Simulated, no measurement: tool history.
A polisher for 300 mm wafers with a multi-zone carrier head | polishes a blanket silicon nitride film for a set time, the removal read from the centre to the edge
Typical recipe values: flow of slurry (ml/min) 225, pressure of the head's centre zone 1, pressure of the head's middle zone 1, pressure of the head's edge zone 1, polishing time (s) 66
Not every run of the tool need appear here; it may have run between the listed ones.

run   hour  flow of slurry (ml/min)  pressure of the head's centre zone  pressure of the head's middle zone  pressure of the head's edge zone  polishing time (s)  incoming thickness of the incoming film, nm  film removed at the wafer's centre (angstrom)  film removed at mid-radius (angstrom)  film removed at the wafer's edge (angstrom)
  1      0                      225                                1.02                                   1                                 1                  66                                        547.3                                           1088                                   1120                                         1141
  2   11.3                      225                                   1                                   1                                 1                  66                                        533.8                                           1033                                   1089                                         1163
  3   21.2                      225                                   1                                   1                                 1                  66                                          545                                           1046                                   1123                                         1141
  4   39.2                      225                                1.09                                   1                                 1                  66                                        547.2                                           1128                                   1133                                         1155
  5   51.2                      225                                1.09                                   1                                 1                  66                                        537.5                                           1121                                   1105                                         1153
  6   58.4                      225                                1.09                                   1                                 1                  66                                          536                                           1116                                   1131                                         1168
      71.1  -- worn pad replaced by a new one
  7   71.6                      265                                   1                                   1                              0.96                  66                                        541.9                                           1029                                   1122                                         1139
  8   91.8                      265                                   1                                   1                              0.96                  66                                        536.7                                           1034                                   1145                                         1142
  9    100                      265                                   1                                   1                              0.96                  66                                        541.4                                           1014                                   1120                                         1142
 10  109.7                      225                                   1                                   1                                 1                  66                                        533.2                                            987                                   1104                                         1154
 11  126.6                      225                                   1                                0.89                              0.94                  66                                        535.3                                            961                                   1018                                         1121
     134.7  -- centre zone pressure recalibrated
     136.4  -- worn pad replaced by a new one
 12  143.2                      225                                0.97                                   1                                 1                  66                                        541.8                                           1091                                   1105                                         1130
     164.1  -- carrier head's membrane replaced by a new one
 13  164.6                      160                                   1                                 0.9                              1.09                  88                                        540.7                                           1391                                   1290                                         1526
     187.1  -- edge zone pressure recalibrated
     201.2  -- worn pad replaced by a new one
 14  207.7                      255                                1.12                                0.94                              1.09                  66                                        541.1                                           1282                                   1092                                         1207
 15  216.1                      225                                   1                                0.91                                 1                  66                                        534.5                                           1117                                   1030                                         1157
     223.1  -- slurry nozzle cleaned
 16  237.8                      145                                1.07                                   1                              0.95                  88                                        546.3                                           1471                                   1393                                         1399
 17  266.7                      225                                   1                                   1                                 1                  89                                          543                                           1491                                   1479                                         1561
     279.2  -- worn pad replaced by a new one
 18  279.7                      270                                   1                                   1                              1.11                  77                                        541.2                                           1338                                   1302                                         1429

Estimate the outcome of run 19 from the log above:
 19  295.1                      225                                0.97                                   1                                 1                  66                                        538.7                                              ?                                      ?                                            ?

{"run 19": {"film removed at the wafer's centre (angstrom)": 1050, "film removed at mid-radius (angstrom)": 1092, "film removed at the wafer's edge (angstrom)": 1150}}
Without the tool's hidden state the same run would have given film removed at the wafer's centre (angstrom) 1085, film removed at mid-radius (angstrom) 1092, film removed at the wafer's edge (angstrom) 1150.
